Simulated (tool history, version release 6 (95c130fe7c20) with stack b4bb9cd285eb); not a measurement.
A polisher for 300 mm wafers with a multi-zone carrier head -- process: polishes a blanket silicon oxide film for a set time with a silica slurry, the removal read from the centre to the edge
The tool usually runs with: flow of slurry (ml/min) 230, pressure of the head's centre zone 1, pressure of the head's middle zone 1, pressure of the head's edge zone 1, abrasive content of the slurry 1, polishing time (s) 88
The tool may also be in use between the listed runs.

run   hour  flow of slurry (ml/min)  pressure of the head's centre zone  pressure of the head's middle zone  pressure of the head's edge zone  abrasive content of the slurry  polishing time (s)  incoming thickness of the incoming film, nm  film removed at the wafer's centre (angstrom)  film removed at mid-radius (angstrom)  film removed at the wafer's edge (angstrom)
  1      0                      230                                   1                                   1                                 1                               1                  88                                       1840.9                                           3278                                   3245                                         3255
  2   62.5                      230                                   1                                   1                                 1                               1                  88                                         1831                                           3251                                   3336                                         3295
     131.9  -- worn pad replaced by a new one
     154.9  -- slurry nozzle cleaned
  3    183                      230                                   1                                   1                                 1                               1                  88                                       1818.9                                           3267                                   3171                                         3282
     225.6  -- edge zone pressure recalibrated
  4  242.6                      230                                   1                                   1                                 1                               1                  88                                       1845.4                                           3269                                   3205                                         3274
  5  285.2                      230                                   1                                   1                                 1                               1                  88                                       1836.9                                           3299                                   3255                                         3302
     336.1  -- worn pad replaced by a new one
  6  338.8                      230                                   1                                   1                                 1                               1                  88                                       1806.8                                           3288                                   3234                                         3272
  7  400.2                      230                                   1                                   1                                 1                               1                  88                                       1843.2                                           3276                                   3148                                         3277
  8  462.4                      230                                   1                                   1                                 1                               1                  88                                       1876.1                                           3283                                   3301                                         3295
  9  502.6                      230                                   1                                   1                              1.05                               1                 104                                       1804.4                                           3916                                   3865                                         3928
     527.9  -- worn pad replaced by a new one
     565.9  -- slurry nozzle cleaned
 10  566.4                      150                                   1                                   1                                 1                               1                  88                                       1843.1                                           3001                                   2993                                         3115
     581.7  -- edge zone pressure recalibrated
 11  600.3                      230                                   1                                   1                                 1                               1                  88                                       1852.5                                           3262                                   3289                                         3333
 12  664.2                      250                                   1                                   1                              0.91                             1.3                  69                                         1804                                           2852                                   2780                                         2710
     679.6  -- centre zone pressure recalibrated
       719  -- worn pad replaced by a new one
       722  -- carrier head's membrane replaced by a new one
 13  722.5                      305                                   1                                0.96                              1.04                             1.1                  88                                       1851.8                                           3525                                   3351                                         3536
 14    787                      230                                1.12                                   1                                 1                               1                  97                                       1832.5                                           3937                                   3565                                         3637
 15  902.7                      230                                   1                                1.11                                 1                             0.7                  88                                       1820.1                                           2925                                   3157                                         2915

Here are 5 independent what-if runs from the current tool condition. What would each one return?
  A  903.2                      230                                   1                                0.97                                 1                               1                  88                                       1843.7                                              ?                                      ?                                            ?
  B  903.2                      190                                   1                                1.04                                 1                               1                  88                                       1843.7                                              ?                                      ?                                            ?
  C  903.2                      230                                   1                                   1                              1.04                             0.7                  88                                       1843.7                                              ?                                      ?                                            ?
  D  903.2                      230                                   1                                   1                                 1                             0.9                 107                                       1843.7                                              ?                                      ?                                            ?
  E  903.2                      260                                   1                                   1                                 1                               1                 105                                       1843.7                                              ?                                      ?                                            ?

run  film removed at the wafer's centre (angstrom)  film removed at mid-radius (angstrom)  film removed at the wafer's edge (angstrom)
  A                                           3327                                   3158                                         3288
  B                                           3221                                   3253                                         3214
  C                                           2944                                   2867                                         2948
  D                                           3904                                   3801                                         3856
  E                                           4041                                   3928                                         3968
Without the tool's hidden state the same runs would have given:
run  film removed at the wafer's centre (angstrom)  film removed at mid-radius (angstrom)  film removed at the wafer's edge (angstrom)
  A                                           3327                                   3158                                         3288
  B                                           3221                                   3253                                         3214
  C                                           2944                                   2867                                         2948
  D                                           3904                                   3801                                         3856
  E                                           4041                                   3928                                         3968

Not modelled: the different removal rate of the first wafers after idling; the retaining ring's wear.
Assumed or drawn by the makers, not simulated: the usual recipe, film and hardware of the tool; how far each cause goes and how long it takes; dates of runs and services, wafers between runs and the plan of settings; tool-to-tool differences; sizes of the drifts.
